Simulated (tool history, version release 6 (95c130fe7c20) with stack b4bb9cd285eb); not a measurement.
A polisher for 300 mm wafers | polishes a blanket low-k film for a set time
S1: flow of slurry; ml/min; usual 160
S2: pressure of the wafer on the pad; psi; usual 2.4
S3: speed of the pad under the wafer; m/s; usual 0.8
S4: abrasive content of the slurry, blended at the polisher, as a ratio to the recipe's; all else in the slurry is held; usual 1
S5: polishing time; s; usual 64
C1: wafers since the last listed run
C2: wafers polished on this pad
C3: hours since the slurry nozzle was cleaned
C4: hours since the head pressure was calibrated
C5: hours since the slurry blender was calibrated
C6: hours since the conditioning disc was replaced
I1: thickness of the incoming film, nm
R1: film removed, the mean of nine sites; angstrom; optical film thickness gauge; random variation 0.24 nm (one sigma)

| run | hour | S1 | S2 | S3 | S4 | S5 | C1 | C2 | C3 | C4 | C5 | C6 | I1 | R1 |
|---|---|---|---|---|---|---|---|---|---|---|---|---|---|---|
| 1 | 0 | 200 | 2.4 | 0.8 | 1 | 64 | 0 | 683 | 796.1 | 1070.5 | 267 | 41.9 | 654.2 | 238 |
|  | 26.8 | slurry nozzle cleaned |
| 2 | 33.2 | 160 | 2.4 | 0.8 | 0.8 | 48 | 427 | 1110 | 6.4 | 1103.7 | 300.2 | 75.1 | 654.8 | 146 |
|  | 36 | head pressure recalibrated |
| 3 | 47.9 | 160 | 2 | 0.8 | 1 | 74 | 168 | 1278 | 21.1 | 11.9 | 314.9 | 89.8 | 650.4 | 220 |
| 4 | 62 | 160 | 3 | 0.8 | 1 | 64 | 187 | 1465 | 35.2 | 26 | 329 | 103.9 | 666.8 | 277 |
|  | 77.8 | worn pad replaced by a new one |
| 5 | 104 | 140 | 2.4 | 0.56 | 1 | 64 | 504 | 347 | 77.2 | 68 | 371 | 145.9 | 655.6 | 166 |
| 6 | 116.2 | 160 | 2.4 | 0.8 | 1 | 48 | 161 | 509 | 89.4 | 80.2 | 383.2 | 158.1 | 666.3 | 164 |
| 7 | 128.8 | 160 | 2.4 | 0.8 | 1 | 64 | 167 | 676 | 102 | 92.8 | 395.8 | 170.7 | 658.7 | 213 |
|  | 136.6 | conditioning disc replaced and pad reconditioned |
| 8 | 142.4 | 160 | 2.4 | 0.8 | 1 | 64 | 153 | 830 | 115.6 | 106.4 | 409.4 | 5.8 | 671 | 233 |
| 9 | 160.2 | 145 | 2.4 | 0.62 | 1.25 | 82 | 236 | 1066 | 133.4 | 124.2 | 427.2 | 23.6 | 654.1 | 270 |
| 10 | 172.7 | 160 | 2.4 | 0.8 | 1 | 64 | 165 | 1232 | 145.9 | 136.7 | 439.7 | 36.1 | 667.4 | 230 |
| 11 | 189.3 | 110 | 2.4 | 0.7 | 0.85 | 64 | 220 | 1452 | 162.5 | 153.3 | 456.3 | 52.7 | 659.8 | 177 |
| 12 | 196.2 | 160 | 2.4 | 0.8 | 1 | 64 | 91 | 1544 | 169.4 | 160.2 | 463.2 | 59.6 | 668.3 | 229 |
|  | 203.8 | worn pad replaced by a new one |
|  | 206.4 | slurry blender recalibrated |
| 13 | 211.1 | 160 | 2.4 | 0.8 | 1 | 64 | 118 | 69 | 184.3 | 175.1 | 4.7 | 74.5 | 652.8 | 231 |
| 14 | 217.5 | 160 | 2.1 | 0.8 | 1 | 64 | 84 | 154 | 190.7 | 181.5 | 11.1 | 80.9 | 669 | 203 |
| 15 | 234.8 | 160 | 2.4 | 0.52 | 1 | 83 | 229 | 384 | 208 | 198.8 | 28.4 | 98.2 | 652.8 | 212 |
| 16 | 242.7 | 160 | 2.4 | 0.8 | 1 | 73 | 104 | 489 | 215.9 | 206.7 | 36.3 | 106.1 | 651 | 254 |
| 17 | 249.9 | 160 | 2.4 | 1 | 0.7 | 64 | 95 | 584 | 223.1 | 213.9 | 43.5 | 113.3 | 655.2 | 209 |
| 18 | 261.8 | 160 | 2.2 | 0.8 | 1 | 47 | 157 | 742 | 235 | 225.8 | 55.4 | 125.2 | 669.4 | 153 |
| 19 | 272.1 | 160 | 2.4 | 0.62 | 1 | 64 | 136 | 879 | 245.3 | 236.1 | 65.7 | 135.5 | 655.1 | 186 |
| 20 | 279.9 | 110 | 2.4 | 0.7 | 0.85 | 64 | 103 | 982 | 253.1 | 243.9 | 73.5 | 143.3 | 657.1 | 168 |
| 21 | 292.5 | 160 | 2.4 | 0.72 | 1 | 64 | 167 | 1149 | 265.7 | 256.5 | 86.1 | 155.9 | 653.6 | 200 |
| 22 | 306.1 | 110 | 2.9 | 0.8 | 1.25 | 56 | 180 | 1330 | 279.3 | 270.1 | 99.7 | 169.5 | 649 | 243 |
| 23 | 319.9 | 160 | 2.4 | 0.54 | 1 | 84 | 183 | 1513 | 293.1 | 283.9 | 113.5 | 183.3 | 656.2 | 211 |
|  | 322.7 | conditioning disc replaced and pad reconditioned |
|  | 330 | worn pad replaced by a new one |
| 24 | 334.7 | 190 | 2.4 | 0.8 | 1 | 64 | 116 | 62 | 307.9 | 298.7 | 128.3 | 12 | 659 | 240 |
| 25 | 349.4 | 160 | 2.4 | 0.8 | 1 | 52 | 194 | 257 | 322.6 | 313.4 | 143 | 26.7 | 661.4 | 187 |

Forecast each of these 5 alternatives for the next run:
| A | 349.8 | 160 | 2.4 | 0.8 | 1.3 | 64 | 5 | 262 | 323 | 313.8 | 143.4 | 27.1 | 665.9 | ? |
| B | 349.8 | 195 | 2.2 | 0.8 | 1.15 | 70 | 5 | 262 | 323 | 313.8 | 143.4 | 27.1 | 665.9 | ? |
| C | 349.8 | 125 | 2.4 | 0.54 | 1.2 | 84 | 5 | 262 | 323 | 313.8 | 143.4 | 27.1 | 665.9 | ? |
| D | 349.8 | 160 | 2.4 | 0.8 | 1 | 43 | 5 | 262 | 323 | 313.8 | 143.4 | 27.1 | 665.9 | ? |
| E | 349.8 | 175 | 2.4 | 0.8 | 1 | 64 | 5 | 262 | 323 | 313.8 | 143.4 | 27.1 | 665.9 | ? |

| run | R1 |
|---|---|
| A | 267 |
| B | 258 |
| C | 240 |
| D | 157 |
| E | 236 |
Without the tool's hidden state the same runs would have given:
| run | R1 |
|---|---|
| A | 269 |
| B | 259 |
| C | 240 |
| D | 157 |
| E | 237 |
